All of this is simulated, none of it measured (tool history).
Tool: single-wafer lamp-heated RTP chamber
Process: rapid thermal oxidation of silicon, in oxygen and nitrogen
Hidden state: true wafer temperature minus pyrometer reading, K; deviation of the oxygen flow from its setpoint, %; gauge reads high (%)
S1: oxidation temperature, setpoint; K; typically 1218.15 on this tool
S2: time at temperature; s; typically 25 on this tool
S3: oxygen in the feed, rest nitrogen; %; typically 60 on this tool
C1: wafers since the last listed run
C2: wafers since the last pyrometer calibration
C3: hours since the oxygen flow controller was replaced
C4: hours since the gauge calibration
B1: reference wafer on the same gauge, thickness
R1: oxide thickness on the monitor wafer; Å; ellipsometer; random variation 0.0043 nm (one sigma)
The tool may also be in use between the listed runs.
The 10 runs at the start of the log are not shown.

run	day	S1	S2	S3	C1	C2	C3	C4	B1	R1
11	34.967	1218.15	25	73	953	3548	185.5	3129.6	3.28	30.09
# day 35.062: gauge calibrated
12	37.15	1218.15	25	73	552	4100	237.9	50.1	3.278	30.11
13	40.933	1218.15	25	60	956	5057	328.7	140.9	3.279	29.13
# day 42.258: pyrometer window cleaned and pyrometer calibrated
14	45.308	1218.15	20	71	1022	771	433.7	245.9	3.28	28.02
15	47.05	1218.15	20	71	440	1212	475.5	287.7	3.277	27.97
16	48.792	1218.15	20	71	440	1652	517.3	329.5	3.279	27.99
17	51.4	1218.15	30	48	659	2312	579.9	392.1	3.28	28.91
18	55.142	1200.15	31	84	946	3258	669.7	481.9	3.28	29.94
19	59.554	1218.15	35	46	1115	4374	775.6	587.8	3.281	30.01
20	61.933	1218.15	20	60	601	4976	832.7	644.9	3.281	27.48
21	63.75	1218.15	35	60	459	5435	876.3	688.5	3.281	31.82
22	66.65	1218.15	34	60	733	6169	945.9	758.1	3.281	31.72
# day 67.033: pyrometer window cleaned and pyrometer calibrated
23	70.275	1218.15	30	48	832	819	1032.9	845.1	3.279	28.91
24	71.829	1218.15	25	60	393	1212	1070.2	882.4	3.282	28.66
25	75.079	1238.15	25	47	821	2034	1148.2	960.4	3.281	29.79
26	77.158	1190.15	25	60	525	2560	1198.1	1010.3	3.279	26.08
27	80.233	1228.15	19	60	777	3338	1271.9	1084.1	3.282	28.05
28	82.871	1218.15	32	60	667	4005	1335.2	1147.4	3.28	30.88
29	86.4	1237.15	35	60	892	4898	1419.9	1232.1	3.279	35.14
# day 87.396: pyrometer window cleaned and pyrometer calibrated
30	89.221	1210.15	25	33	629	461	1487.6	1299.8	3.281	25.84
31	92.292	1218.15	29	60	776	1238	1561.3	1373.5	3.282	29.68
32	94.517	1231.15	21	37	562	1801	1614.7	1426.9	3.281	26.85
33	98.6	1218.15	14	60	1032	2833	1712.7	1524.9	3.28	25.38
34	101.283	1218.15	25	60	678	3512	1777.1	1589.3	3.28	28.77
35	104.1	1196.15	25	69	712	4224	1844.7	1656.9	3.281	27.18

What will run 36 give?
36	106.958	1199.15	25	60	722	4947	1913.3	1725.5	?	?

B1: 3.278
R1: 26.96 Å
If the tool had no hidden condition, the same run with the same run-to-run variation would have returned R1 26.83 Å.

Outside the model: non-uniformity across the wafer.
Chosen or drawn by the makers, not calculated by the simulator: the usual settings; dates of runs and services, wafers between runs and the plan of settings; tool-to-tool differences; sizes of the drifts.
